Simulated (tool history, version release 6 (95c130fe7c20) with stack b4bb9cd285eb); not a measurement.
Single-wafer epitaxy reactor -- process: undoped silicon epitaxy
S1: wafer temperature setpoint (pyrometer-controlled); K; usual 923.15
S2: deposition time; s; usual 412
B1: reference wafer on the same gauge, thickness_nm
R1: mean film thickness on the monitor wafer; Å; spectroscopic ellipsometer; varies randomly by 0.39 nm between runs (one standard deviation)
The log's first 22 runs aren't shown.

| run | hour | S1 | S2 | B1 | R1 |
|---|---|---|---|---|---|
| 23 | 519.2 | 923.15 | 412 | 58.614 | 684.87 |
| 24 | 536.7 | 923.15 | 412 | 58.581 | 690.63 |
| 25 | 566.9 | 938.15 | 346 | 58.601 | 829.87 |
| 26 | 602.5 | 936.15 | 412 | 58.584 | 947.67 |
| 27 | 633.1 | 923.15 | 356 | 58.622 | 596.58 |
| 28 | 646.7 | 923.15 | 412 | 58.597 | 686.38 |
| 29 | 663.0 | 928.15 | 358 | 58.588 | 681.05 |
| 30 | 686.5 | 923.15 | 453 | 58.630 | 757.54 |
| 31 | 717.3 | 923.15 | 412 | 58.616 | 687.43 |
| 32 | 743.3 | 923.15 | 412 | 58.648 | 689.05 |
| 33 | 762.4 | 923.15 | 432 | 58.605 | 726.28 |
| 34 | 781.2 | 938.15 | 453 | 58.536 | 1099.72 |
| 35 | 814.4 | 923.15 | 377 | 58.514 | 625.19 |
| 36 | 837.0 | 938.15 | 412 | 58.623 | 1000.35 |
| 37 | 854.3 | 923.15 | 351 | 58.618 | 587.88 |
| 38 | 881.7 | 918.15 | 466 | 58.609 | 685.65 |
| 39 | 914.9 | 913.15 | 348 | 58.602 | 453.24 |
| 40 | 933.0 | 919.15 | 477 | 58.568 | 722.64 |
| 41 | 958.9 | 937.15 | 467 | 58.594 | 1099.78 |
|  | 989.5 | gauge calibrated |
| 42 | 989.7 | 923.15 | 412 | 58.616 | 685.63 |
| 43 | 1008.3 | 929.15 | 339 | 58.617 | 663.25 |
| 44 | 1026.0 | 909.15 | 353 | 58.648 | 416.62 |
| 45 | 1050.2 | 923.15 | 412 | 58.602 | 693.79 |
| 46 | 1073.8 | 923.15 | 351 | 58.647 | 586.62 |

What if the next run were any one of these 5? Each begins from the tool's condition after run 46:
| A | 1074.3 | 923.15 | 412 | ? | ? |
| B | 1074.3 | 910.15 | 330 | ? | ? |
| C | 1074.3 | 927.15 | 359 | ? | ? |
| D | 1074.3 | 917.15 | 468 | ? | ? |
| E | 1074.3 | 918.15 | 371 | ? | ? |

| run | B1 | R1 |
|---|---|---|
| A | 58.576 | 693.35 |
| B | 58.576 | 400.18 |
| C | 58.576 | 666.85 |
| D | 58.576 | 677.94 |
| E | 58.576 | 551.11 |
What these runs would have given with no unlogged condition in the tool:
| run | R1 |
|---|---|
| A | 683.29 |
| B | 394.18 |
| C | 657.26 |
| D | 667.95 |
| E | 543.01 |

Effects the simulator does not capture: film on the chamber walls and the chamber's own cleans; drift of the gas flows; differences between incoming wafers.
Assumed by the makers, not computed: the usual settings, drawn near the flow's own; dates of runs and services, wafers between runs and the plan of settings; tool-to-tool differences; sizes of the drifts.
